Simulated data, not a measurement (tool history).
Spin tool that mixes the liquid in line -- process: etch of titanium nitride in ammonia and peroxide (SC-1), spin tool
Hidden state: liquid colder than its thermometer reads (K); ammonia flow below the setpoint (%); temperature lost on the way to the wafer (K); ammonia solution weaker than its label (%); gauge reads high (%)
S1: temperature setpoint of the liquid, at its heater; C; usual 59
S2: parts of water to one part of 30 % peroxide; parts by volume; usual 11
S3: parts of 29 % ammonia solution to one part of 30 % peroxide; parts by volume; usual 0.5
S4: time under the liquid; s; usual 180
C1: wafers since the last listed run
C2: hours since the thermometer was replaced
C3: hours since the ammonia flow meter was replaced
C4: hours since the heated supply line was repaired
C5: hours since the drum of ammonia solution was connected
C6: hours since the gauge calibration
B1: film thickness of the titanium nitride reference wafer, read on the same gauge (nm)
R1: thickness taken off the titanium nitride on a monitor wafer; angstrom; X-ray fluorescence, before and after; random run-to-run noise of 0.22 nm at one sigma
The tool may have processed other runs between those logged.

| run | hour | S1 | S2 | S3 | S4 | C1 | C2 | C3 | C4 | C5 | C6 | B1 | R1 |
|---|---|---|---|---|---|---|---|---|---|---|---|---|---|
| 1 | 0 | 59 | 8.5 | 0.5 | 180 | 0 | 96.3 | 994.8 | 1479 | 697.5 | 843.9 | 92.31 | 276.5 |
| 2 | 21.1 | 55.5 | 11 | 0.5 | 265 | 147 | 117.4 | 1015.9 | 1500.1 | 718.6 | 865 | 92.46 | 284.8 |
|  | 53.1 | heated supply line repaired |
| 3 | 53.6 | 55.5 | 11 | 0.5 | 265 | 219 | 149.9 | 1048.4 | 0.5 | 751.1 | 897.5 | 92.63 | 288 |
| 4 | 75.4 | 59 | 11 | 0.35 | 220 | 152 | 171.7 | 1070.2 | 22.3 | 772.9 | 919.3 | 92.74 | 277.3 |
| 5 | 106 | 59 | 11 | 0.3 | 180 | 213 | 202.3 | 1100.8 | 52.9 | 803.5 | 949.9 | 92.95 | 220.9 |
| 6 | 128.4 | 59 | 8.5 | 0.5 | 85 | 156 | 224.7 | 1123.2 | 75.3 | 825.9 | 972.3 | 93.08 | 134.7 |
| 7 | 144.9 | 53 | 7.5 | 0.7 | 180 | 115 | 241.2 | 1139.7 | 91.8 | 842.4 | 988.8 | 93.2 | 211.4 |
| 8 | 164.6 | 62 | 14.5 | 0.5 | 140 | 137 | 260.9 | 1159.4 | 111.5 | 862.1 | 1008.5 | 93.29 | 204 |
| 9 | 183.2 | 59 | 13.5 | 0.65 | 80 | 129 | 279.5 | 1178 | 130.1 | 880.7 | 1027.1 | 93.41 | 102.9 |
| 10 | 208.5 | 59 | 11 | 0.5 | 180 | 176 | 304.8 | 1203.3 | 155.4 | 906 | 1052.4 | 93.6 | 244.9 |
| 11 | 235.9 | 59 | 11 | 0.5 | 180 | 191 | 332.2 | 1230.7 | 182.8 | 933.4 | 1079.8 | 93.76 | 250.5 |
| 12 | 249.4 | 59 | 11 | 0.5 | 180 | 94 | 345.7 | 1244.2 | 196.3 | 946.9 | 1093.3 | 93.86 | 243.1 |
|  | 273.5 | new drum of ammonia solution connected |
| 13 | 277.8 | 59 | 16 | 0.5 | 180 | 191 | 374.1 | 1272.6 | 224.7 | 4.3 | 1121.7 | 94.1 | 200.4 |
| 14 | 301.8 | 64.5 | 11 | 0.5 | 180 | 167 | 398.1 | 1296.6 | 248.7 | 28.3 | 1145.7 | 94.26 | 351.3 |
| 15 | 316.1 | 66.5 | 13.5 | 0.6 | 270 | 99 | 412.4 | 1310.9 | 263 | 42.6 | 1160 | 94.37 | 553.3 |
| 16 | 333.3 | 59 | 11 | 0.3 | 180 | 119 | 429.6 | 1328.1 | 280.2 | 59.8 | 1177.2 | 94.48 | 224.1 |

Run 17, settings as shown, results not yet in. Your forecast:
|  | 362 | ammonia flow meter replaced |
| 17 | 363.6 | 62.5 | 15.5 | 0.65 | 180 | 204 | 459.9 | 1.6 | 310.5 | 90.1 | 1207.5 | ? | ? |

{"run 17": {"B1": 94.71, "R1": 271.3}}
On a tool with no hidden condition, and with the same random variation, this run would have come out at R1 257.8 angstrom.
